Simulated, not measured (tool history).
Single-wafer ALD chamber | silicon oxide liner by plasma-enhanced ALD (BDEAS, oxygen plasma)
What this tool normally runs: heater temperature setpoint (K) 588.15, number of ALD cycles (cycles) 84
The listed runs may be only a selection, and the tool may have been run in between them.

| run | hour | heater temperature setpoint (K) | number of ALD cycles (cycles) | read-back reference wafer on the same gauge, thickness_nm | mean film thickness on the monitor wafer (Å) |
|---|---|---|---|---|---|
| 1 | 0.0 | 596.15 | 76 | 7.012 | 68.47 |
| 2 | 52.0 | 596.15 | 76 | 7.012 | 68.63 |
| 3 | 79.0 | 596.15 | 76 | 7.016 | 68.77 |
| 4 | 145.0 | 588.15 | 75 | 7.006 | 68.55 |
| 5 | 203.8 | 588.15 | 75 | 7.010 | 68.38 |
| 6 | 248.3 | 588.15 | 84 | 7.008 | 76.83 |
| 7 | 318.4 | 588.15 | 84 | 7.010 | 76.42 |
| 8 | 355.2 | 588.15 | 84 | 7.009 | 76.80 |
| 9 | 405.8 | 588.15 | 84 | 7.012 | 76.43 |
| 10 | 470.3 | 588.15 | 84 | 7.009 | 76.46 |
| 11 | 507.9 | 588.15 | 84 | 7.011 | 76.46 |
|  | 516.6 | gauge calibrated |
| 12 | 573.8 | 588.15 | 84 | 7.009 | 76.55 |
| 13 | 643.6 | 588.15 | 84 | 7.008 | 76.32 |
| 14 | 683.0 | 584.15 | 84 | 7.013 | 77.27 |
|  | 739.4 | thermocouple changed; heater temperature recalibrated |
| 15 | 745.6 | 601.15 | 96 | 7.011 | 86.06 |
| 16 | 809.5 | 601.15 | 84 | 7.009 | 75.12 |

Run 17, settings as shown, results not yet in. Your forecast:
| 17 | 872.7 | 593.15 | 84 | ? | ? |

Logged for run 17: read-back reference wafer on the same gauge, thickness_nm 7.006, mean film thickness on the monitor wafer (Å) 76.12.
On a tool with no hidden condition, and with the same random variation, this run would have come out at mean film thickness on the monitor wafer (Å) 76.12.
